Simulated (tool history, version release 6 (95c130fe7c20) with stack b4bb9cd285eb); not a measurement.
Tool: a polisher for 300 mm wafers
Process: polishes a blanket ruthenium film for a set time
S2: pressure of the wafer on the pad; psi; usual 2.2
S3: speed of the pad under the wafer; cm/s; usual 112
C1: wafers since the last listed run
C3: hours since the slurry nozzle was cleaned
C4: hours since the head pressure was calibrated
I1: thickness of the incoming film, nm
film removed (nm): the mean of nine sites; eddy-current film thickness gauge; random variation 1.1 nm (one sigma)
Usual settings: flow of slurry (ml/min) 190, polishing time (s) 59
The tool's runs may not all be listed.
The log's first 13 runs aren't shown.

run 14 hour=338.4 | flow_of_slurry_(ml/min)=190 S2=2.2 S3=112 polishing_time_(s)=59 | C1=379 wafers_polished_on_this_pad=386 C3=213.5 C4=528.1 | I1=281.9 | film_removed_(nm)=75.3
run 15 hour=353.1 | flow_of_slurry_(ml/min)=190 S2=2.2 S3=112 polishing_time_(s)=59 | C1=170 wafers_polished_on_this_pad=556 C3=228.2 C4=542.8 | I1=282 | film_removed_(nm)=74
run 16 hour=378.9 | flow_of_slurry_(ml/min)=190 S2=2.2 S3=112 polishing_time_(s)=59 | C1=299 wafers_polished_on_this_pad=856 C3=254 C4=568.6 | I1=283.1 | film_removed_(nm)=75.1
run 17 hour=395.3 | flow_of_slurry_(ml/min)=190 S2=2.2 S3=124 polishing_time_(s)=59 | C1=190 wafers_polished_on_this_pad=1047 C3=270.4 C4=585 | I1=284.9 | film_removed_(nm)=82.8
run 18 hour=408.6 | flow_of_slurry_(ml/min)=245 S2=2.2 S3=144 polishing_time_(s)=59 | C1=154 wafers_polished_on_this_pad=1201 C3=283.7 C4=598.3 | I1=276 | film_removed_(nm)=96.8
run 19 hour=440.8 | flow_of_slurry_(ml/min)=190 S2=2.2 S3=112 polishing_time_(s)=59 | C1=374 wafers_polished_on_this_pad=1575 C3=315.9 C4=630.5 | I1=276.6 | film_removed_(nm)=75.6
run 20 hour=470.1 | flow_of_slurry_(ml/min)=155 S2=2.2 S3=112 polishing_time_(s)=53 | C1=340 wafers_polished_on_this_pad=1916 C3=345.2 C4=659.8 | I1=285.3 | film_removed_(nm)=62.7
run 21 hour=493.1 | flow_of_slurry_(ml/min)=230 S2=2.2 S3=126 polishing_time_(s)=59 | C1=267 wafers_polished_on_this_pad=2183 C3=368.2 C4=682.8 | I1=275.6 | film_removed_(nm)=84.9
-- hour=529.8 worn pad replaced by a new one
run 22 hour=530.3 | flow_of_slurry_(ml/min)=130 S2=1.9 S3=142 polishing_time_(s)=49 | C1=385 wafers_polished_on_this_pad=6 C3=405.4 C4=720 | I1=275.2 | film_removed_(nm)=63.5
run 23 hour=543.1 | flow_of_slurry_(ml/min)=190 S2=2.2 S3=112 polishing_time_(s)=59 | C1=148 wafers_polished_on_this_pad=155 C3=418.2 C4=732.8 | I1=281.6 | film_removed_(nm)=72.1
run 24 hour=572.2 | flow_of_slurry_(ml/min)=190 S2=2.7 S3=94 polishing_time_(s)=78 | C1=338 wafers_polished_on_this_pad=493 C3=447.3 C4=761.9 | I1=278.1 | film_removed_(nm)=96.8
run 25 hour=586.5 | flow_of_slurry_(ml/min)=155 S2=1.9 S3=134 polishing_time_(s)=77 | C1=166 wafers_polished_on_this_pad=659 C3=461.6 C4=776.2 | I1=279.5 | film_removed_(nm)=95.1
run 26 hour=611.6 | flow_of_slurry_(ml/min)=190 S2=2.2 S3=112 polishing_time_(s)=59 | C1=291 wafers_polished_on_this_pad=950 C3=486.7 C4=801.3 | I1=281 | film_removed_(nm)=71.5
run 27 hour=646.1 | flow_of_slurry_(ml/min)=190 S2=2.2 S3=112 polishing_time_(s)=59 | C1=400 wafers_polished_on_this_pad=1351 C3=521.2 C4=835.8 | I1=280.7 | film_removed_(nm)=69.9
-- hour=657.9 slurry nozzle cleaned
-- hour=661.8 head pressure recalibrated
run 28 hour=668.3 | flow_of_slurry_(ml/min)=190 S2=2.2 S3=112 polishing_time_(s)=46 | C1=223 wafers_polished_on_this_pad=1574 C3=10.4 C4=6.5 | I1=281.7 | film_removed_(nm)=57.9
run 29 hour=701.9 | flow_of_slurry_(ml/min)=190 S2=2.2 S3=112 polishing_time_(s)=59 | C1=390 wafers_polished_on_this_pad=1964 C3=44 C4=40.1 | I1=279.1 | film_removed_(nm)=74.7
run 30 hour=723 | flow_of_slurry_(ml/min)=140 S2=1.8 S3=112 polishing_time_(s)=59 | C1=245 wafers_polished_on_this_pad=2209 C3=65.1 C4=61.2 | I1=283.1 | film_removed_(nm)=58.7
-- hour=749.8 worn pad replaced by a new one
run 31 hour=750.3 | flow_of_slurry_(ml/min)=135 S2=1.8 S3=124 polishing_time_(s)=69 | C1=270 wafers_polished_on_this_pad=5 C3=92.4 C4=88.5 | I1=281.9 | film_removed_(nm)=73.8
run 32 hour=761.3 | flow_of_slurry_(ml/min)=190 S2=2.2 S3=112 polishing_time_(s)=59 | C1=127 wafers_polished_on_this_pad=133 C3=103.4 C4=99.5 | I1=285.1 | film_removed_(nm)=73.4
run 33 hour=787.5 | flow_of_slurry_(ml/min)=230 S2=1.5 S3=112 polishing_time_(s)=59 | C1=304 wafers_polished_on_this_pad=438 C3=129.6 C4=125.7 | I1=275.6 | film_removed_(nm)=52.1
run 34 hour=816.9 | flow_of_slurry_(ml/min)=190 S2=2.2 S3=112 polishing_time_(s)=59 | C1=341 wafers_polished_on_this_pad=779 C3=159 C4=155.1 | I1=280.4 | film_removed_(nm)=76.5
run 35 hour=833.3 | flow_of_slurry_(ml/min)=145 S2=1.7 S3=150 polishing_time_(s)=59 | C1=190 wafers_polished_on_this_pad=970 C3=175.4 C4=171.5 | I1=279.2 | film_removed_(nm)=74.4
run 36 hour=865.6 | flow_of_slurry_(ml/min)=190 S2=2.2 S3=112 polishing_time_(s)=73 | C1=375 wafers_polished_on_this_pad=1345 C3=207.7 C4=203.8 | I1=277.9 | film_removed_(nm)=93.8
run 37 hour=885.6 | flow_of_slurry_(ml/min)=190 S2=2.2 S3=76 polishing_time_(s)=59 | C1=232 wafers_polished_on_this_pad=1577 C3=227.7 C4=223.8 | I1=284.1 | film_removed_(nm)=50.7
run 38 hour=911.4 | flow_of_slurry_(ml/min)=135 S2=2.8 S3=140 polishing_time_(s)=70 | C1=299 wafers_polished_on_this_pad=1877 C3=253.5 C4=249.6 | I1=280.9 | film_removed_(nm)=133.8

Forecast each of these 3 alternatives for the next run:
run A hour=911.8 | flow_of_slurry_(ml/min)=190 S2=2.2 S3=82 polishing_time_(s)=59 | C1=4 wafers_polished_on_this_pad=1882 C3=253.9 C4=250 | I1=280.2 | film_removed_(nm)=?
run B hour=911.8 | flow_of_slurry_(ml/min)=135 S2=1.9 S3=140 polishing_time_(s)=71 | C1=4 wafers_polished_on_this_pad=1882 C3=253.9 C4=250 | I1=280.2 | film_removed_(nm)=?
run C hour=911.8 | flow_of_slurry_(ml/min)=190 S2=2.6 S3=80 polishing_time_(s)=50 | C1=4 wafers_polished_on_this_pad=1882 C3=253.9 C4=250 | I1=280.2 | film_removed_(nm)=?

run=A film_removed_(nm)=53.7
run=B film_removed_(nm)=91.1
run=C film_removed_(nm)=52.5
Without the tool's hidden state the same runs would have given:
run=A film_removed_(nm)=54.5
run=B film_removed_(nm)=92.8
run=C film_removed_(nm)=53.3
